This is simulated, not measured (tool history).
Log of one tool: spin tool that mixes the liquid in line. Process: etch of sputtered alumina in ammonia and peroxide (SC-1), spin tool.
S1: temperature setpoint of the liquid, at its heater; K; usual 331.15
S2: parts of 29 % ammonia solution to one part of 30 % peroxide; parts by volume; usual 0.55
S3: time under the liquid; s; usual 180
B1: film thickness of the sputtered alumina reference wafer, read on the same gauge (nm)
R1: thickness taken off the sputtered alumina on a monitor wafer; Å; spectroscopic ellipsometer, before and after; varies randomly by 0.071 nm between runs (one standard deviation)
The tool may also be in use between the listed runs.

Run 1, hour 0.0: usual settings; B1 90.00. Result: R1 102.9 Å.
Run 2, hour 28.6: usual settings; B1 90.04. Result: R1 102.3 Å.
Run 3, hour 59.1: usual settings; B1 90.03. Result: R1 102.8 Å.
Run 4, hour 116.2: usual settings; B1 90.05. Result: R1 102.6 Å.
Run 5, hour 163.1: usual settings; B1 90.04. Result: R1 102.9 Å.
At hour 192.5: new drum of ammonia solution connected.
Run 6, hour 199.6: usual settings; B1 90.03. Result: R1 103.4 Å.
At hour 253.2: heated supply line repaired.
Run 7, hour 348.3: usual settings; B1 90.00. Result: R1 102.1 Å.
Run 8, hour 381.1: usual settings but S3 245 s; B1 89.99. Result: R1 139.0 Å.
Run 9, hour 445.8: usual settings; B1 89.99. Result: R1 101.9 Å.
At hour 501.4: new drum of ammonia solution connected.
Run 10, hour 502.3: usual settings but S1 323.15 K, S3 120 s; B1 90.01. Result: R1 44.5 Å.
Run 11, hour 568.8: usual settings but S1 325.65 K, S2 0.45 parts by volume, S3 245 s; B1 90.03. Result: R1 101.2 Å.
Run 12, hour 619.3: usual settings but S1 323.65 K, S2 0.40 parts by volume; B1 90.01. Result: R1 66.7 Å.
At hour 642.5: gauge calibrated.
Run 13, hour 666.0: usual settings but S1 328.15 K, S3 255 s; B1 90.01. Result: R1 124.0 Å.
At hour 702.4: ammonia flow meter replaced.
Run 14, hour 702.9: usual settings but S1 323.15 K, S2 0.30 parts by volume; B1 89.99. Result: R1 63.8 Å.
Run 15, hour 737.8: usual settings; B1 90.00. Result: R1 101.7 Å.
Run 16, hour 777.1: usual settings but S1 335.15 K, S2 0.40 parts by volume; B1 89.98. Result: R1 121.7 Å.
At hour 797.3: new drum of ammonia solution connected.
Run 17, hour 833.4: usual settings but S2 0.35 parts by volume, S3 245 s; B1 89.93. Result: R1 131.9 Å.
At hour 835.0: thermometer replaced.
Run 18, hour 872.4: usual settings but S1 325.15 K, S2 0.75 parts by volume, S3 140 s; B1 90.04. Result: R1 59.0 Å.
Run 19, hour 923.0: usual settings; B1 90.00. Result: R1 102.3 Å.
Run 20, hour 970.5: usual settings; B1 89.96. Result: R1 103.2 Å.
At hour 972.0: heated supply line repaired.
Run 21, hour 1017.5: usual settings; B1 90.01. Result: R1 102.3 Å.
Run 22, hour 1078.2: usual settings but S3 135 s; B1 90.01. Result: R1 76.1 Å.
At hour 1111.3: new drum of ammonia solution connected.
Run 23, hour 1121.2: usual settings; B1 89.99. Result: R1 102.7 Å.

Alternative continuations, all from the tool just after run 23; predict every row:
Run A, hour 1121.7: usual settings; B1 ?. Result: R1 ?.
Run B, hour 1121.7: usual settings but S1 324.65 K, S2 0.35 parts by volume, S3 105 s; B1 ?. Result: R1 ?.
Run C, hour 1121.7: usual settings but S2 0.25 parts by volume, S3 235 s; B1 ?. Result: R1 ?.
Run D, hour 1121.7: usual settings but S3 275 s; B1 ?. Result: R1 ?.
Run E, hour 1121.7: usual settings but S1 340.15 K, S2 0.85 parts by volume, S3 290 s; B1 ?. Result: R1 ?.

run     B1     R1
  A  89.96  102.3
  B  89.96   40.5
  C  89.96  124.0
  D  89.96  156.3
  E  89.96  270.5
Had the tool no hidden state, the same runs would have come out as:
run     R1
  A  102.3
  B   40.5
  C  124.0
  D  156.3
  E  270.5

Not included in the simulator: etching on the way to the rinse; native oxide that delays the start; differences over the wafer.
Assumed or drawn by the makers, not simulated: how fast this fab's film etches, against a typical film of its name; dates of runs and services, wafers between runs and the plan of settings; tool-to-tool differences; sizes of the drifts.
